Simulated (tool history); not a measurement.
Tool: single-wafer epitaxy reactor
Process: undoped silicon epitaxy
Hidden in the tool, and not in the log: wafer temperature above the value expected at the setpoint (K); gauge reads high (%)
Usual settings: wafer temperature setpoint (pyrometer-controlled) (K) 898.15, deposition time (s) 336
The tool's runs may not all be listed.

run,hour,wafer temperature setpoint (pyrometer-controlled) (K),deposition time (s),wafers since the last listed run,hours since the last pyrometer calibration,hours since the gauge calibration,"read-back reference wafer on the same gauge, thickness_nm",mean film thickness on the monitor wafer (Å)
1,0,898.15,290,0,2533.8,1065.7,32.796,295.78
2,39.1,898.15,336,208,2572.9,1104.8,32.816,345.42
3,84.2,898.15,336,240,2618,1149.9,32.797,340.09
4,108.5,898.15,336,129,2642.3,1174.2,32.846,346.02
5,154.2,898.15,336,244,2688,1219.9,32.804,346.15
6,199.5,898.15,381,242,2733.3,1265.2,32.808,390.29
7,250.3,898.15,291,271,2784.1,1316,32.827,297.4
8,305.4,898.15,291,294,2839.2,1371.1,32.797,299.97
9,339.7,898.15,336,183,2873.5,1405.4,32.831,341.17
10,397.9,898.15,336,310,2931.7,1463.6,32.806,344.29
# hour 598.8: pyrometer calibrated
11,605.3,898.15,336,1065,6.5,1671,32.761,344.56
12,642.1,898.15,336,196,43.3,1707.8,32.824,350.31
13,671.3,898.15,308,156,72.5,1737,32.819,316.76
14,709,898.15,308,201,110.2,1774.7,32.768,315.68
15,758.7,898.15,336,265,159.9,1824.4,32.798,344.62
16,800,898.15,336,220,201.2,1865.7,32.833,341.73
17,837.7,898.15,336,201,238.9,1903.4,32.741,348.52
18,886.4,898.15,336,260,287.6,1952.1,32.808,343.42
# hour 902: gauge calibrated
19,925.2,903.15,395,207,326.4,23.2,32.837,458.73
20,988.1,903.15,308,336,389.3,86.1,32.804,357.75
21,1066.4,906.15,301,418,467.6,164.4,32.824,379.79
22,1118.2,904.15,311,276,519.4,216.2,32.788,372.82
23,1152.2,898.15,318,181,553.4,250.2,32.796,328.19
24,1184.1,910.15,394,170,585.3,282.1,32.818,550.35
25,1210.4,911.15,366,140,611.6,308.4,32.831,526.05
26,1246.8,898.15,336,194,648,344.8,32.813,345.36
27,1292.8,898.15,377,245,694,390.8,32.796,383.52
28,1340.4,898.15,336,254,741.6,438.4,32.763,345.69
29,1378.1,911.15,279,201,779.3,476.1,32.784,402.24
30,1428.1,893.15,299,267,829.3,526.1,32.758,269.09
31,1457,898.15,291,154,858.2,555,32.833,301.75
32,1523.5,911.15,305,355,924.7,621.5,32.794,435.52
33,1554.9,888.15,336,167,956.1,652.9,32.741,266.84
34,1614.4,908.15,373,317,1015.6,712.4,32.803,493.84
35,1682.1,898.15,336,361,1083.3,780.1,32.788,344.18

3 ways to go on from here, each from the tool as it stands after run 35. What would each give?
A,1682.6,898.15,336,2,1083.8,780.6,?,?
B,1682.6,890.15,300,2,1083.8,780.6,?,?
C,1682.6,884.15,336,2,1083.8,780.6,?,?

run,"read-back reference wafer on the same gauge, thickness_nm",mean film thickness on the monitor wafer (Å)
A,32.811,345.01
B,32.811,249.18
C,32.811,237.36
Without the tool's hidden state the same runs would have given:
run,mean film thickness on the monitor wafer (Å)
A,345.01
B,249.18
C,237.36
